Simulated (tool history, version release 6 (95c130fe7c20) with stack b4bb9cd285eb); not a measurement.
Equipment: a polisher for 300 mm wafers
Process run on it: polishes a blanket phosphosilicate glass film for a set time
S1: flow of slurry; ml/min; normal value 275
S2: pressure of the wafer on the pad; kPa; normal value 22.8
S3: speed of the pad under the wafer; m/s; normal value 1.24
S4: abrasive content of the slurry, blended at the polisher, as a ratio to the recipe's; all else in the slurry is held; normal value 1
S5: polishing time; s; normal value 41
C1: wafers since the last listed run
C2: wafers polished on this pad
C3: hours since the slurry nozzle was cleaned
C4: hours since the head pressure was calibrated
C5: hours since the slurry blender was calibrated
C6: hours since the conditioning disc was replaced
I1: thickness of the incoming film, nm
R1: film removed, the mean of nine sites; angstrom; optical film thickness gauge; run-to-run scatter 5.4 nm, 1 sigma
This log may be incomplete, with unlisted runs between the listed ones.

{"run": 1, "hour": 0.0, "S1": 275, "S2": 22.8, "S3": 1.24, "S4": 1, "S5": 41, "C1": 0, "C2": 211, "C3": 176.5, "C4": 308.1, "C5": 93.6, "C6": 204.8, "I1": 2302.3, "R1": 4670}
{"run": 2, "hour": 25.5, "S1": 275, "S2": 22.8, "S3": 1.24, "S4": 1, "S5": 41, "C1": 199, "C2": 411, "C3": 202, "C4": 333.6, "C5": 119.1, "C6": 230.3, "I1": 2307.7, "R1": 4526}
{"run": 3, "hour": 93.3, "S1": 275, "S2": 22.8, "S3": 1.24, "S4": 1, "S5": 41, "C1": 531, "C2": 942, "C3": 269.8, "C4": 401.4, "C5": 186.9, "C6": 298.1, "I1": 2291.1, "R1": 4245}
{"hour": 149.2, "done": "slurry blender recalibrated"}
{"run": 4, "hour": 149.7, "S1": 250, "S2": 22.8, "S3": 1.24, "S4": 1, "S5": 41, "C1": 426, "C2": 1369, "C3": 326.2, "C4": 457.8, "C5": 0.5, "C6": 354.5, "I1": 2326.1, "R1": 4630}
{"hour": 183.4, "done": "worn pad replaced by a new one"}
{"run": 5, "hour": 186.6, "S1": 275, "S2": 22.8, "S3": 1.24, "S4": 1, "S5": 41, "C1": 258, "C2": 25, "C3": 363.1, "C4": 494.7, "C5": 37.4, "C6": 391.4, "I1": 2305.8, "R1": 4673}
{"run": 6, "hour": 242.3, "S1": 275, "S2": 22.8, "S3": 1.24, "S4": 1, "S5": 44, "C1": 436, "C2": 462, "C3": 418.8, "C4": 550.4, "C5": 93.1, "C6": 447.1, "I1": 2304.1, "R1": 4850}
{"hour": 288.7, "done": "conditioning disc replaced and pad reconditioned"}
{"run": 7, "hour": 294.0, "S1": 275, "S2": 22.8, "S3": 1.24, "S4": 1, "S5": 41, "C1": 389, "C2": 851, "C3": 470.5, "C4": 602.1, "C5": 144.8, "C6": 5.3, "I1": 2283.1, "R1": 4458}
{"run": 8, "hour": 324.8, "S1": 275, "S2": 22.8, "S3": 1.24, "S4": 1, "S5": 41, "C1": 241, "C2": 1093, "C3": 501.3, "C4": 632.9, "C5": 175.6, "C6": 36.1, "I1": 2298.9, "R1": 4245}
{"hour": 377.6, "done": "slurry blender recalibrated"}
{"hour": 384.0, "done": "worn pad replaced by a new one"}
{"run": 9, "hour": 396.0, "S1": 275, "S2": 22.8, "S3": 1.24, "S4": 1, "S5": 41, "C1": 511, "C2": 94, "C3": 572.5, "C4": 704.1, "C5": 18.4, "C6": 107.3, "I1": 2277.9, "R1": 4652}
{"run": 10, "hour": 434.9, "S1": 275, "S2": 22.8, "S3": 1.24, "S4": 1, "S5": 41, "C1": 305, "C2": 399, "C3": 611.4, "C4": 743, "C5": 57.3, "C6": 146.2, "I1": 2343.3, "R1": 4662}
{"run": 11, "hour": 522.0, "S1": 275, "S2": 15.9, "S3": 1.52, "S4": 1, "S5": 53, "C1": 683, "C2": 1082, "C3": 698.5, "C4": 830.1, "C5": 144.4, "C6": 233.3, "I1": 2313.4, "R1": 4580}
{"hour": 540.6, "done": "slurry nozzle cleaned"}
{"hour": 561.5, "done": "head pressure recalibrated"}
{"hour": 572.5, "done": "slurry blender recalibrated"}
{"run": 12, "hour": 579.4, "S1": 275, "S2": 22.8, "S3": 1.24, "S4": 1, "S5": 41, "C1": 410, "C2": 1493, "C3": 38.8, "C4": 17.9, "C5": 6.9, "C6": 290.7, "I1": 2307.3, "R1": 4692}
{"hour": 584.3, "done": "worn pad replaced by a new one"}
{"run": 13, "hour": 642.6, "S1": 275, "S2": 22.8, "S3": 1.24, "S4": 1, "S5": 41, "C1": 464, "C2": 457, "C3": 102, "C4": 81.1, "C5": 70.1, "C6": 353.9, "I1": 2316.3, "R1": 4583}
{"run": 14, "hour": 700.9, "S1": 325, "S2": 15.9, "S3": 1.42, "S4": 1.2, "S5": 41, "C1": 457, "C2": 914, "C3": 160.3, "C4": 139.4, "C5": 128.4, "C6": 412.2, "I1": 2294.6, "R1": 3865}
{"run": 15, "hour": 760.5, "S1": 275, "S2": 29.6, "S3": 1.24, "S4": 1, "S5": 41, "C1": 467, "C2": 1382, "C3": 219.9, "C4": 199, "C5": 188, "C6": 471.8, "I1": 2326, "R1": 5536}
{"hour": 764.0, "done": "slurry blender recalibrated"}
{"hour": 777.5, "done": "conditioning disc replaced and pad reconditioned"}
{"hour": 809.3, "done": "worn pad replaced by a new one"}
{"run": 16, "hour": 809.8, "S1": 275, "S2": 18.6, "S3": 0.96, "S4": 1.25, "S5": 53, "C1": 323, "C2": 3, "C3": 269.2, "C4": 248.3, "C5": 45.8, "C6": 32.3, "I1": 2324.2, "R1": 4830}
{"run": 17, "hour": 861.8, "S1": 275, "S2": 22.8, "S3": 1.24, "S4": 1, "S5": 41, "C1": 407, "C2": 411, "C3": 321.2, "C4": 300.3, "C5": 97.8, "C6": 84.3, "I1": 2312.3, "R1": 4667}
{"run": 18, "hour": 918.6, "S1": 275, "S2": 16.5, "S3": 1.24, "S4": 1.2, "S5": 41, "C1": 445, "C2": 856, "C3": 378, "C4": 357.1, "C5": 154.6, "C6": 141.1, "I1": 2290.4, "R1": 3514}
{"hour": 948.9, "done": "slurry blender recalibrated"}
{"run": 19, "hour": 969.9, "S1": 275, "S2": 22.8, "S3": 1.24, "S4": 1, "S5": 41, "C1": 386, "C2": 1243, "C3": 429.3, "C4": 408.4, "C5": 21, "C6": 192.4, "I1": 2292.8, "R1": 4699}
{"hour": 1022.7, "done": "worn pad replaced by a new one"}
{"run": 20, "hour": 1023.2, "S1": 355, "S2": 22.8, "S3": 1.24, "S4": 1, "S5": 41, "C1": 386, "C2": 4, "C3": 482.6, "C4": 461.7, "C5": 74.3, "C6": 245.7, "I1": 2290.2, "R1": 4741}
{"run": 21, "hour": 1084.8, "S1": 275, "S2": 29, "S3": 1.24, "S4": 1, "S5": 41, "C1": 483, "C2": 487, "C3": 544.2, "C4": 523.3, "C5": 135.9, "C6": 307.3, "I1": 2317.4, "R1": 5594}

Forecast each of these 4 alternatives for the next run:
{"run": "A", "hour": 1085.2, "S1": 275, "S2": 25.5, "S3": 1.24, "S4": 1, "S5": 41, "C1": 3, "C2": 490, "C3": 544.6, "C4": 523.7, "C5": 136.3, "C6": 307.7, "I1": 2287.3, "R1": "?"}
{"run": "B", "hour": 1085.2, "S1": 240, "S2": 31, "S3": 1.38, "S4": 0.8, "S5": 41, "C1": 3, "C2": 490, "C3": 544.6, "C4": 523.7, "C5": 136.3, "C6": 307.7, "I1": 2287.3, "R1": "?"}
{"run": "C", "hour": 1085.2, "S1": 340, "S2": 17.9, "S3": 1.24, "S4": 1, "S5": 47, "C1": 3, "C2": 490, "C3": 544.6, "C4": 523.7, "C5": 136.3, "C6": 307.7, "I1": 2287.3, "R1": "?"}
{"run": "D", "hour": 1085.2, "S1": 275, "S2": 16.5, "S3": 1.24, "S4": 1, "S5": 41, "C1": 3, "C2": 490, "C3": 544.6, "C4": 523.7, "C5": 136.3, "C6": 307.7, "I1": 2287.3, "R1": "?"}

run=A R1=4990
run=B R1=5624
run=C R1=4129
run=D R1=3276
Without the tool's unlogged condition, the same runs would have read:
run=A R1=5408
run=B R1=6152
run=C R1=4460
run=D R1=3551
